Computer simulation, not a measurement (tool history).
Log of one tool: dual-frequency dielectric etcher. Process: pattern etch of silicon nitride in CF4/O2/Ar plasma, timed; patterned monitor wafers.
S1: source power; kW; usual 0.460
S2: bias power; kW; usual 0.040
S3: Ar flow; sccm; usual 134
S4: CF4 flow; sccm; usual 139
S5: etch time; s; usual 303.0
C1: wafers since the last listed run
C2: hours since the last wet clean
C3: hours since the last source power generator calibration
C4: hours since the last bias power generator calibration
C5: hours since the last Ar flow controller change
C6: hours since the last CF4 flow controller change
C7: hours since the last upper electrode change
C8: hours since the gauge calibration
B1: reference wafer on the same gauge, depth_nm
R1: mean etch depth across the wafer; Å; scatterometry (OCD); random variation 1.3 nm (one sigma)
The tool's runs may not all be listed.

run 1 day=0.000 | S1=0.460 S2=0.040 S3=134 S4=157 S5=303.0 | C1=0 C2=60.2 C3=2971.4 C4=1693.8 C5=4102.8 C6=4965.7 C7=4694.5 C8=636.3 | B1=472.3 | R1=5135
run 2 day=1.096 | S1=0.460 S2=0.040 S3=134 S4=139 S5=303.0 | C1=81 C2=86.5 C3=2997.7 C4=1720.1 C5=4129.1 C6=4992.0 C7=4720.8 C8=662.6 | B1=472.3 | R1=5043
run 3 day=1.921 | S1=0.560 S2=0.036 S3=134 S4=159 S5=278.5 | C1=61 C2=106.3 C3=3017.5 C4=1739.9 C5=4148.9 C6=5011.8 C7=4740.6 C8=682.4 | B1=472.4 | R1=5303
run 4 day=3.371 | S1=0.460 S2=0.033 S3=166 S4=161 S5=377.0 | C1=108 C2=141.1 C3=3052.3 C4=1774.7 C5=4183.7 C6=5046.6 C7=4775.4 C8=717.2 | B1=471.7 | R1=5713
run 5 day=4.771 | S1=0.460 S2=0.040 S3=134 S4=139 S5=303.0 | C1=104 C2=174.7 C3=3085.9 C4=1808.3 C5=4217.3 C6=5080.2 C7=4809.0 C8=750.8 | B1=472.4 | R1=5028
-- day=5.108 CF4 flow controller replaced
-- day=5.854 upper electrode replaced
-- day=7.592 bias power generator calibrated
run 6 day=7.612 | S1=0.460 S2=0.036 S3=112 S4=139 S5=303.0 | C1=125 C2=242.9 C3=3154.1 C4=0.5 C5=4285.5 C6=60.1 C7=42.2 C8=819.0 | B1=472.4 | R1=4955
run 7 day=8.817 | S1=0.380 S2=0.046 S3=117 S4=139 S5=224.0 | C1=89 C2=271.8 C3=3183.0 C4=29.4 C5=4314.4 C6=89.0 C7=71.1 C8=847.9 | B1=472.3 | R1=3493
run 8 day=9.796 | S1=0.460 S2=0.040 S3=157 S4=139 S5=303.0 | C1=73 C2=295.3 C3=3206.5 C4=52.9 C5=4337.9 C6=112.5 C7=94.6 C8=871.4 | B1=471.9 | R1=5064
run 9 day=10.683 | S1=0.540 S2=0.040 S3=154 S4=139 S5=303.0 | C1=66 C2=316.6 C3=3227.8 C4=74.2 C5=4359.2 C6=133.8 C7=115.9 C8=892.7 | B1=472.2 | R1=5816
-- day=10.900 gauge calibrated
run 10 day=11.221 | S1=0.460 S2=0.044 S3=125 S4=139 S5=303.0 | C1=40 C2=329.5 C3=3240.7 C4=87.1 C5=4372.1 C6=146.7 C7=128.8 C8=7.7 | B1=472.1 | R1=5380
-- day=13.129 Ar flow controller replaced
-- day=13.346 wet clean of the chamber
-- day=13.833 source power generator calibrated
run 11 day=14.158 | S1=0.460 S2=0.045 S3=134 S4=153 S5=303.0 | C1=172 C2=19.5 C3=7.8 C4=157.6 C5=24.7 C6=217.2 C7=199.3 C8=78.2 | B1=472.1 | R1=5515
run 12 day=15.342 | S1=0.460 S2=0.043 S3=101 S4=139 S5=275.0 | C1=88 C2=47.9 C3=36.2 C4=186.0 C5=53.1 C6=245.6 C7=227.7 C8=106.6 | B1=471.6 | R1=4896
run 13 day=16.125 | S1=0.460 S2=0.040 S3=134 S4=139 S5=303.0 | C1=58 C2=66.7 C3=55.0 C4=204.8 C5=71.9 C6=264.4 C7=246.5 C8=125.4 | B1=471.6 | R1=5096
run 14 day=16.871 | S1=0.460 S2=0.049 S3=134 S4=139 S5=391.5 | C1=55 C2=84.6 C3=72.9 C4=222.7 C5=89.8 C6=282.3 C7=264.4 C8=143.3 | B1=472.2 | R1=7263
run 15 day=18.096 | S1=0.510 S2=0.040 S3=156 S4=139 S5=303.0 | C1=91 C2=114.0 C3=102.3 C4=252.1 C5=119.2 C6=311.7 C7=293.8 C8=172.7 | B1=471.8 | R1=5495
run 16 day=18.812 | S1=0.460 S2=0.040 S3=106 S4=167 S5=364.0 | C1=53 C2=131.2 C3=119.5 C4=269.3 C5=136.4 C6=328.9 C7=311.0 C8=189.9 | B1=471.8 | R1=6406

The next listed run, before its measurement:
run 17 day=20.129 | S1=0.460 S2=0.040 S3=134 S4=139 S5=303.0 | C1=98 C2=162.8 C3=151.1 C4=300.9 C5=168.0 C6=360.5 C7=342.6 C8=221.5 | B1=? | R1=?

Run 17 gave B1 471.9, R1 5080 Å.
Without the tool's hidden state the same run would have given R1 5121 Å.
